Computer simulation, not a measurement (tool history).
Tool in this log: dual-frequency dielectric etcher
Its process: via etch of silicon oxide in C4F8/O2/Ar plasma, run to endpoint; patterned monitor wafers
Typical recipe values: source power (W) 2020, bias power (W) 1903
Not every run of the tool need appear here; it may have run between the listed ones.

run    day  source power (W)  bias power (W)  wafers since the last listed run  hours since the last wet clean  hours since the last source power generator calibration  hours since the last bias power generator calibration  hours since the last upper electrode change  incoming incoming film thickness, nm  endpoint time (s)
  1  0.000              2020            1903                                 0                           346.9                                                   2272.2                                                 2126.8                                       5144.0                                1131.1              230.1
  2  0.538              2020            1903                                67                           359.8                                                   2285.1                                                 2139.7                                       5156.9                                1127.4              233.1
  3  1.512              2400            1903                               122                           383.2                                                   2308.5                                                 2163.1                                       5180.3                                1130.0              218.6
  4  2.583              2020            2030                               134                           408.9                                                   2334.2                                                 2188.8                                       5206.0                                1126.8              227.2
     5.025  -- upper electrode replaced
     5.929  -- bias power generator calibrated
     5.933  -- wet clean of the chamber
  5  5.950              2020            2030                               275                             0.4                                                   2415.0                                                    0.5                                         22.2                                1133.9              219.9
  6  6.450              2020            2030                                62                            12.4                                                   2427.0                                                   12.5                                         34.2                                1130.5              218.3
  7  7.512              2020            1903                               133                            37.9                                                   2452.5                                                   38.0                                         59.7                                1133.1              221.5
     8.662  -- source power generator calibrated
  8  8.946              2400            1903                               158                            72.3                                                      6.8                                                   72.4                                         94.1                                1132.4              211.5

Forecast run 9:
  9  9.912              2210            2269                               121                            95.5                                                     30.0                                                   95.6                                        117.3                                1130.3                  ?

Run 9 yielded endpoint time (s) 209.1.
Had the tool carried no hidden state, the very same run would have given endpoint time (s) 207.9.
